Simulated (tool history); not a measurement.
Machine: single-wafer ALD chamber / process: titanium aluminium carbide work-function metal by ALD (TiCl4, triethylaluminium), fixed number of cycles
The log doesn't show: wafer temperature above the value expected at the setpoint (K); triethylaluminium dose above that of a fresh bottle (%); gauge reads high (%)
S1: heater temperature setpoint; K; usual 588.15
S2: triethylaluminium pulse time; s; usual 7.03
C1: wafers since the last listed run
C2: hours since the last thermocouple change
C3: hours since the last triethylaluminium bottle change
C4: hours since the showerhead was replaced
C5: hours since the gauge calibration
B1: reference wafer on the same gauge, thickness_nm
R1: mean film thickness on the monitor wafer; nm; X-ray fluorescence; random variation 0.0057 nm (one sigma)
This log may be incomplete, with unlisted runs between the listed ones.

{"run": 1, "hour": 0.0, "S1": 588.15, "S2": 7.03, "C1": 0, "C2": 2006.7, "C3": 506.4, "C4": 5128.3, "C5": 157.4, "B1": 2.13, "R1": 2.204}
{"run": 2, "hour": 10.2, "S1": 588.15, "S2": 7.97, "C1": 149, "C2": 2016.9, "C3": 516.6, "C4": 5138.5, "C5": 167.6, "B1": 2.13, "R1": 2.294}
{"run": 3, "hour": 24.1, "S1": 588.15, "S2": 7.97, "C1": 203, "C2": 2030.8, "C3": 530.5, "C4": 5152.4, "C5": 181.5, "B1": 2.131, "R1": 2.295}
{"run": 4, "hour": 41.5, "S1": 588.15, "S2": 7.03, "C1": 254, "C2": 2048.2, "C3": 547.9, "C4": 5169.8, "C5": 198.9, "B1": 2.13, "R1": 2.185}
{"run": 5, "hour": 59.3, "S1": 588.15, "S2": 7.03, "C1": 260, "C2": 2066, "C3": 565.7, "C4": 5187.6, "C5": 216.7, "B1": 2.129, "R1": 2.19}
{"run": 6, "hour": 66.2, "S1": 588.15, "S2": 7.03, "C1": 101, "C2": 2072.9, "C3": 572.6, "C4": 5194.5, "C5": 223.6, "B1": 2.131, "R1": 2.196}
{"run": 7, "hour": 74.2, "S1": 594.15, "S2": 7.03, "C1": 117, "C2": 2080.9, "C3": 580.6, "C4": 5202.5, "C5": 231.6, "B1": 2.13, "R1": 2.252}
{"run": 8, "hour": 90.0, "S1": 598.15, "S2": 7.03, "C1": 231, "C2": 2096.7, "C3": 596.4, "C4": 5218.3, "C5": 247.4, "B1": 2.13, "R1": 2.292}
{"hour": 104.3, "done": "triethylaluminium bottle replaced"}
{"run": 9, "hour": 107.6, "S1": 588.15, "S2": 7.03, "C1": 140, "C2": 2114.3, "C3": 3.3, "C4": 5235.9, "C5": 265, "B1": 2.129, "R1": 2.278}
{"run": 10, "hour": 120.2, "S1": 588.15, "S2": 7.03, "C1": 184, "C2": 2126.9, "C3": 15.9, "C4": 5248.5, "C5": 277.6, "B1": 2.13, "R1": 2.288}
{"run": 11, "hour": 129.5, "S1": 578.15, "S2": 5.13, "C1": 136, "C2": 2136.2, "C3": 25.2, "C4": 5257.8, "C5": 286.9, "B1": 2.131, "R1": 1.91}
{"hour": 145.0, "done": "showerhead replaced, of another model than before"}
{"hour": 151.0, "done": "thermocouple changed; heater temperature recalibrated"}
{"run": 12, "hour": 151.5, "S1": 588.15, "S2": 9.52, "C1": 117, "C2": 0.5, "C3": 47.2, "C4": 6.5, "C5": 308.9, "B1": 2.13, "R1": 2.455}
{"hour": 185.7, "done": "gauge calibrated"}
{"run": 13, "hour": 191.0, "S1": 594.15, "S2": 5.38, "C1": 578, "C2": 40, "C3": 86.7, "C4": 46, "C5": 5.3, "B1": 2.13, "R1": 1.98}
{"run": 14, "hour": 200.0, "S1": 588.15, "S2": 7.03, "C1": 131, "C2": 49, "C3": 95.7, "C4": 55, "C5": 14.3, "B1": 2.129, "R1": 2.243}
{"run": 15, "hour": 215.3, "S1": 582.15, "S2": 4.49, "C1": 224, "C2": 64.3, "C3": 111, "C4": 70.3, "C5": 29.6, "B1": 2.13, "R1": 1.549}
{"run": 16, "hour": 229.2, "S1": 596.15, "S2": 5.09, "C1": 203, "C2": 78.2, "C3": 124.9, "C4": 84.2, "C5": 43.5, "B1": 2.13, "R1": 1.895}
{"run": 17, "hour": 242.7, "S1": 574.15, "S2": 8.12, "C1": 197, "C2": 91.7, "C3": 138.4, "C4": 97.7, "C5": 57, "B1": 2.131, "R1": 2.208}
{"run": 18, "hour": 249.6, "S1": 588.15, "S2": 7.03, "C1": 101, "C2": 98.6, "C3": 145.3, "C4": 104.6, "C5": 63.9, "B1": 2.131, "R1": 2.249}

Run 19 comes next. What will it give?
{"run": 19, "hour": 264.5, "S1": 588.15, "S2": 8.74, "C1": 218, "C2": 113.5, "C3": 160.2, "C4": 119.5, "C5": 78.8, "B1": "?", "R1": "?"}

B1: 2.13
R1: 2.396 nm
If the tool had no hidden condition, the same run with the same run-to-run variation would have returned R1 2.422 nm.
